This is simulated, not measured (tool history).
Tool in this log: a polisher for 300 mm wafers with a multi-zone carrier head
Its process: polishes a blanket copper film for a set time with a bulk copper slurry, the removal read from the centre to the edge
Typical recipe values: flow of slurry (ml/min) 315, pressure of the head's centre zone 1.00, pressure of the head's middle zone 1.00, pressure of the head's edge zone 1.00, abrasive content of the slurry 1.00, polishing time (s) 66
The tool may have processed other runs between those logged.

run	hour	flow of slurry (ml/min)	pressure of the head's centre zone	pressure of the head's middle zone	pressure of the head's edge zone	abrasive content of the slurry	polishing time (s)	incoming thickness of the incoming film, nm	film removed at the wafer's centre (nm)	film removed at mid-radius (nm)	film removed at the wafer's edge (nm)
1	0.0	390	1.00	1.00	1.00	1.00	84	2041.2	393.1	401.3	390.6
2	6.2	315	1.00	1.08	1.00	1.00	66	2080.3	302.8	330.7	305.1
3	23.3	315	0.96	1.00	1.00	1.30	66	2049.8	314.9	329.5	321.2
4	31.5	395	0.91	1.00	0.91	1.00	73	2073.0	306.2	341.2	316.7
# hour 49.4: worn pad replaced by a new one
5	49.9	315	1.06	1.09	1.00	1.00	78	2041.4	413.0	418.8	385.8
# hour 81.7: centre zone pressure recalibrated
6	97.9	315	1.00	1.00	1.00	1.00	66	2066.5	305.9	314.5	306.8
7	113.0	255	0.94	1.00	0.96	1.00	66	2065.3	282.5	309.7	293.4
8	121.5	315	1.07	1.03	1.00	1.00	66	2023.1	322.3	318.5	300.4
9	138.1	355	1.00	1.00	1.00	0.70	66	2053.9	278.4	283.0	275.8
10	146.9	315	1.00	1.00	1.00	1.00	74	2082.5	336.4	349.9	332.8
# hour 152.8: edge zone pressure recalibrated
11	155.8	315	1.00	1.00	1.00	1.00	66	2072.8	298.7	304.8	305.8
# hour 172.7: worn pad replaced by a new one
12	173.2	315	1.00	1.00	1.00	1.00	66	2054.5	318.6	328.0	314.2
13	182.0	315	1.00	1.00	1.00	1.00	66	2047.1	308.3	326.9	304.3
# hour 225.1: slurry nozzle cleaned
14	230.1	315	1.05	1.08	1.00	1.25	59	2068.4	303.8	305.0	286.3
15	279.2	315	1.00	1.00	1.00	1.00	66	2090.4	300.0	305.5	291.6
16	285.6	315	1.00	1.00	1.00	1.00	44	2047.5	196.3	206.6	200.4
17	294.9	315	1.00	1.00	1.00	1.10	66	2047.0	311.2	311.3	308.5
18	308.9	230	1.05	1.00	0.90	1.00	56	2056.5	260.1	253.9	243.7
# hour 315.2: worn pad replaced by a new one
19	324.9	315	1.00	1.00	1.00	1.00	46	2019.7	218.3	224.6	223.5
20	337.6	380	1.00	1.00	1.00	1.00	66	2044.2	313.1	319.0	315.9

Below, some changes in film removed at the wafer's centre (nm) between adjacent runs. For each, the amount present without the hidden state too (settings, incoming material, random variation) and the amount remaining for the hidden state with gauge scatter not shared by both compared results:
The tool's hidden condition here consists of: removal rate lost through wear of the pad, %; slurry flow missing at the pad, %; deviation of the centre zone's pressure from its setpoint, %; deviation of the edge zone's pressure from its setpoint, %.
Run 4 -> 5: flow of slurry (ml/min) 395 -> 315, pressure of the head's centre zone 0.91 -> 1.06, pressure of the head's middle zone 1.00 -> 1.09, pressure of the head's edge zone 0.91 -> 1.00, polishing time (s) 73 -> 78, worn pad replaced by a new one. film removed at the wafer's centre (nm) +106.8: hidden state +20.8, all else +86.0.
Run 5 -> 6: pressure of the head's centre zone 1.06 -> 1.00, pressure of the head's middle zone 1.09 -> 1.00, polishing time (s) 78 -> 66, centre zone pressure recalibrated. film removed at the wafer's centre (nm) -107.1: hidden state -14.8, all else -92.3.
Run 16 -> 17: abrasive content of the slurry 1.00 -> 1.10, polishing time (s) 44 -> 66. film removed at the wafer's centre (nm) +114.9: hidden state -9.7, all else +124.6.
Run 18 -> 19: flow of slurry (ml/min) 230 -> 315, pressure of the head's centre zone 1.05 -> 1.00, pressure of the head's edge zone 0.90 -> 1.00, polishing time (s) 56 -> 46, worn pad replaced by a new one. film removed at the wafer's centre (nm) -41.8: hidden state +17.3, all else -59.1.

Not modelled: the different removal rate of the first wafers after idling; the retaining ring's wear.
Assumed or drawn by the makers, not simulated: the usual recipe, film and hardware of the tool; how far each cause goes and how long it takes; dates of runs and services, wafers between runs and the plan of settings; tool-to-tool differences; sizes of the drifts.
